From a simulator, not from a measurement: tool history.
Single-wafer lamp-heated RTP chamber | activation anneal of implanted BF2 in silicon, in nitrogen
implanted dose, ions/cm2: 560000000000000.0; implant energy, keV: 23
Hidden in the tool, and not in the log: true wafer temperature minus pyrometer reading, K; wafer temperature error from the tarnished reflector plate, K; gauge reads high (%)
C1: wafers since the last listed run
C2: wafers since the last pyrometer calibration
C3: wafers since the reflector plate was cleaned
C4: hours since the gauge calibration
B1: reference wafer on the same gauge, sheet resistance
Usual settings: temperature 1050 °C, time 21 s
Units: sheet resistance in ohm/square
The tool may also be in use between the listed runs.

{"run": 1, "hour": 0.0, "temperature": 1050, "time": 21, "C1": 0, "C2": 7674, "C3": 3631, "C4": 658.9, "B1": 193.0, "sheet resistance": 205.23}
{"run": 2, "hour": 46.3, "temperature": 1050, "time": 21, "C1": 390, "C2": 8064, "C3": 4021, "C4": 705.2, "B1": 192.91, "sheet resistance": 205.6}
{"run": 3, "hour": 108.7, "temperature": 1050, "time": 31, "C1": 525, "C2": 8590, "C3": 4547, "C4": 767.6, "B1": 192.9, "sheet resistance": 202.75}
{"run": 4, "hour": 137.0, "temperature": 1050, "time": 31, "C1": 238, "C2": 8829, "C3": 4786, "C4": 795.9, "B1": 192.96, "sheet resistance": 202.19}
{"run": 5, "hour": 161.5, "temperature": 1050, "time": 31, "C1": 206, "C2": 9035, "C3": 4992, "C4": 820.4, "B1": 193.01, "sheet resistance": 201.89}
{"hour": 206.1, "done": "pyrometer window cleaned and pyrometer calibrated"}
{"run": 6, "hour": 219.1, "temperature": 1050, "time": 21, "C1": 418, "C2": 109, "C3": 5410, "C4": 878.0, "B1": 192.99, "sheet resistance": 204.63}
{"run": 7, "hour": 276.5, "temperature": 1050, "time": 21, "C1": 483, "C2": 593, "C3": 5894, "C4": 935.4, "B1": 192.96, "sheet resistance": 204.55}
{"run": 8, "hour": 321.7, "temperature": 1050, "time": 21, "C1": 380, "C2": 974, "C3": 6275, "C4": 980.6, "B1": 193.01, "sheet resistance": 204.7}
{"run": 9, "hour": 358.4, "temperature": 1050, "time": 21, "C1": 309, "C2": 1283, "C3": 6584, "C4": 1017.3, "B1": 193.04, "sheet resistance": 205.19}
{"run": 10, "hour": 405.3, "temperature": 1050, "time": 21, "C1": 395, "C2": 1679, "C3": 6979, "C4": 1064.2, "B1": 192.97, "sheet resistance": 203.7}
{"run": 11, "hour": 460.6, "temperature": 1032, "time": 28, "C1": 466, "C2": 2145, "C3": 7446, "C4": 1119.5, "B1": 192.92, "sheet resistance": 206.58}
{"run": 12, "hour": 509.0, "temperature": 1050, "time": 25, "C1": 407, "C2": 2553, "C3": 7854, "C4": 1167.9, "B1": 193.03, "sheet resistance": 202.68}
{"run": 13, "hour": 542.8, "temperature": 1050, "time": 25, "C1": 284, "C2": 2838, "C3": 8138, "C4": 1201.7, "B1": 192.97, "sheet resistance": 203.31}
{"run": 14, "hour": 573.5, "temperature": 1050, "time": 25, "C1": 258, "C2": 3096, "C3": 8397, "C4": 1232.4, "B1": 193.0, "sheet resistance": 202.63}
{"run": 15, "hour": 635.4, "temperature": 1041, "time": 17, "C1": 521, "C2": 3618, "C3": 8919, "C4": 1294.3, "B1": 192.92, "sheet resistance": 207.63}
{"run": 16, "hour": 663.8, "temperature": 1032, "time": 31, "C1": 239, "C2": 3857, "C3": 9158, "C4": 1322.7, "B1": 192.9, "sheet resistance": 204.56}
{"run": 17, "hour": 694.8, "temperature": 1038, "time": 10, "C1": 261, "C2": 4119, "C3": 9420, "C4": 1353.7, "B1": 192.88, "sheet resistance": 211.63}
{"run": 18, "hour": 722.0, "temperature": 1024, "time": 12, "C1": 229, "C2": 4348, "C3": 9649, "C4": 1380.9, "B1": 193.02, "sheet resistance": 214.1}
{"hour": 762.9, "done": "reflector plate cleaned"}
{"run": 19, "hour": 801.5, "temperature": 1050, "time": 21, "C1": 602, "C2": 4951, "C3": 325, "C4": 1460.4, "B1": 193.12, "sheet resistance": 205.19}
{"run": 20, "hour": 847.3, "temperature": 1050, "time": 21, "C1": 386, "C2": 5337, "C3": 711, "C4": 1506.2, "B1": 193.1, "sheet resistance": 204.72}
{"run": 21, "hour": 874.0, "temperature": 1060, "time": 26, "C1": 225, "C2": 5562, "C3": 936, "C4": 1532.9, "B1": 192.97, "sheet resistance": 201.82}
{"hour": 912.3, "done": "gauge calibrated"}
{"run": 22, "hour": 937.7, "temperature": 1073, "time": 21, "C1": 536, "C2": 6099, "C3": 1473, "C4": 25.4, "B1": 193.01, "sheet resistance": 201.9}
{"run": 23, "hour": 1002.4, "temperature": 1032, "time": 32, "C1": 545, "C2": 6644, "C3": 2018, "C4": 90.1, "B1": 193.04, "sheet resistance": 206.71}
{"run": 24, "hour": 1064.5, "temperature": 1071, "time": 30, "C1": 523, "C2": 7167, "C3": 2542, "C4": 152.2, "B1": 193.15, "sheet resistance": 200.12}
{"run": 25, "hour": 1093.8, "temperature": 1050, "time": 21, "C1": 246, "C2": 7414, "C3": 2789, "C4": 181.5, "B1": 193.06, "sheet resistance": 205.52}
{"hour": 1113.1, "done": "pyrometer window cleaned and pyrometer calibrated"}
{"run": 26, "hour": 1153.5, "temperature": 1050, "time": 21, "C1": 435, "C2": 340, "C3": 3225, "C4": 241.2, "B1": 193.03, "sheet resistance": 204.73}
{"run": 27, "hour": 1219.5, "temperature": 1028, "time": 11, "C1": 556, "C2": 896, "C3": 3781, "C4": 307.2, "B1": 193.02, "sheet resistance": 214.55}
{"run": 28, "hour": 1287.2, "temperature": 1050, "time": 21, "C1": 570, "C2": 1467, "C3": 4351, "C4": 374.9, "B1": 192.94, "sheet resistance": 204.95}
{"run": 29, "hour": 1341.3, "temperature": 1030, "time": 11, "C1": 455, "C2": 1923, "C3": 4807, "C4": 429.0, "B1": 193.06, "sheet resistance": 213.44}
{"run": 30, "hour": 1365.6, "temperature": 1050, "time": 21, "C1": 204, "C2": 2128, "C3": 5012, "C4": 453.3, "B1": 193.05, "sheet resistance": 204.68}
{"run": 31, "hour": 1424.6, "temperature": 1022, "time": 21, "C1": 497, "C2": 2625, "C3": 5510, "C4": 512.3, "B1": 192.86, "sheet resistance": 211.03}
{"run": 32, "hour": 1477.2, "temperature": 1050, "time": 27, "C1": 443, "C2": 3068, "C3": 5953, "C4": 564.9, "B1": 193.01, "sheet resistance": 202.59}
{"run": 33, "hour": 1504.0, "temperature": 1025, "time": 21, "C1": 225, "C2": 3294, "C3": 6179, "C4": 591.7, "B1": 193.15, "sheet resistance": 209.17}
{"run": 34, "hour": 1529.0, "temperature": 1050, "time": 21, "C1": 210, "C2": 3505, "C3": 6390, "C4": 616.7, "B1": 193.06, "sheet resistance": 203.62}
{"run": 35, "hour": 1586.6, "temperature": 1035, "time": 16, "C1": 485, "C2": 3990, "C3": 6875, "C4": 674.3, "B1": 193.07, "sheet resistance": 209.87}
{"run": 36, "hour": 1656.1, "temperature": 1073, "time": 30, "C1": 585, "C2": 4576, "C3": 7461, "C4": 743.8, "B1": 192.99, "sheet resistance": 198.24}
{"run": 37, "hour": 1705.6, "temperature": 1058, "time": 30, "C1": 417, "C2": 4993, "C3": 7878, "C4": 793.3, "B1": 192.99, "sheet resistance": 200.09}
{"run": 38, "hour": 1762.2, "temperature": 1050, "time": 21, "C1": 477, "C2": 5470, "C3": 8355, "C4": 849.9, "B1": 193.03, "sheet resistance": 204.11}

What the log doesn't show, run by run:
true wafer temperature minus pyrometer reading, K: 0 in every run
gauge reads high (%): 0 in every run
H1: wafer temperature error from the tarnished reflector plate, K
run=1 H1=3.1
run=2 H1=3.4
run=3 H1=3.8
run=4 H1=3.98
run=5 H1=4.14
run=6 H1=4.51
run=7 H1=4.88
run=8 H1=5.18
run=9 H1=5.41
run=10 H1=5.72
run=11 H1=6.07
run=12 H1=6.39
run=13 H1=6.61
run=14 H1=6.8
run=15 H1=7.2
run=16 H1=7.39
run=17 H1=7.59
run=18 H1=7.76
run=19 H1=1.01
run=20 H1=1.31
run=21 H1=1.48
run=22 H1=1.89
run=23 H1=2.31
run=24 H1=2.71
run=25 H1=2.9
run=26 H1=3.29
run=27 H1=3.71
run=28 H1=4.15
run=29 H1=4.5
run=30 H1=4.66
run=31 H1=5.04
run=32 H1=5.38
run=33 H1=5.55
run=34 H1=5.71
run=35 H1=6.09
run=36 H1=6.54
run=37 H1=6.86
run=38 H1=7.22

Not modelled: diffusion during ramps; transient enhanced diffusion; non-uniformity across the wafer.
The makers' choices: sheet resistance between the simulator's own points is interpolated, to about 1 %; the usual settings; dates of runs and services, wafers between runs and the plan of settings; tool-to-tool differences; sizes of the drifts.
